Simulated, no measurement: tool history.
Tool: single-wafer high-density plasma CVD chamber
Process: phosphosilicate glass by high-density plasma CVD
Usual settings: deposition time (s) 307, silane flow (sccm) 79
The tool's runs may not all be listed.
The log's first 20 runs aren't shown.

run,hour,deposition time (s),silane flow (sccm),wafers since the last listed run,hours since the silane flow controller was replaced,hours since the gauge calibration,"read-back reference wafer on the same gauge, thickness_nm",mean film thickness on the monitor wafer (Å)
21,244.3,307,79,51,4016.3,453.8,2059.127,25114.47
22,260.4,307,79,88,4032.4,469.9,2061.355,25228.64
23,271.6,307,79,61,4043.6,481.1,2059.962,24964.27
# hour 273.1: gauge calibrated
24,285.7,335,69,77,4057.7,12.6,2061.164,24086.73
25,317.7,307,79,175,4089.7,44.6,2058.232,25052.31
26,324.6,272,87,37,4096.6,51.5,2058.331,24497.18
27,339.4,307,79,81,4111.4,66.3,2058.369,25155.29
28,349,291,75,52,4121,75.9,2062.976,22445.23
# hour 372.7: silane flow controller replaced
29,373.2,271,79,88,0.5,100.1,2057.778,22104.43
30,374.5,307,79,7,1.8,101.4,2058.266,25195.65
31,380.6,277,84,33,7.9,107.5,2059.479,23931.7
32,390.1,284,72,52,17.4,117,2059.27,21190.07
33,404.4,367,84,78,31.7,131.3,2060.27,31919.7
34,417.7,264,93,72,45,144.6,2061.142,25298.55
35,424.7,254,75,38,52,151.6,2059.225,19907.27
36,434.4,261,70,53,61.7,161.3,2058.633,19013.48
37,444.5,353,88,55,71.8,171.4,2059.428,32134.04
38,455.8,343,79,61,83.1,182.7,2060.672,28086.9
39,494.7,307,79,213,122,221.6,2058.54,25105.05
40,509.5,307,86,81,136.8,236.4,2058.335,27372.85
41,521.9,307,79,67,149.2,248.8,2058.685,25045.86
42,539.6,286,79,97,166.9,266.5,2060.534,23338.63
43,554.8,307,79,83,182.1,281.7,2060.852,25151.87
44,571.5,356,88,91,198.8,298.4,2059.33,32372.64
45,587.3,307,68,86,214.6,314.2,2060.072,21613.01

5 ways to go on from here, each from the tool as it stands after run 45. What would each give?
A,587.8,292,79,2,215.1,314.7,?,?
B,587.8,337,75,2,215.1,314.7,?,?
C,587.8,269,74,2,215.1,314.7,?,?
D,587.8,264,74,2,215.1,314.7,?,?
E,587.8,254,79,2,215.1,314.7,?,?

run,"read-back reference wafer on the same gauge, thickness_nm",mean film thickness on the monitor wafer (Å)
A,2059.357,23627.64
B,2059.357,25912.72
C,2059.357,20413.41
D,2059.357,20033.98
E,2059.357,20552.81
Without the tool's hidden state the same runs would have given:
run,mean film thickness on the monitor wafer (Å)
A,23627.64
B,25912.72
C,20413.41
D,20033.98
E,20552.81

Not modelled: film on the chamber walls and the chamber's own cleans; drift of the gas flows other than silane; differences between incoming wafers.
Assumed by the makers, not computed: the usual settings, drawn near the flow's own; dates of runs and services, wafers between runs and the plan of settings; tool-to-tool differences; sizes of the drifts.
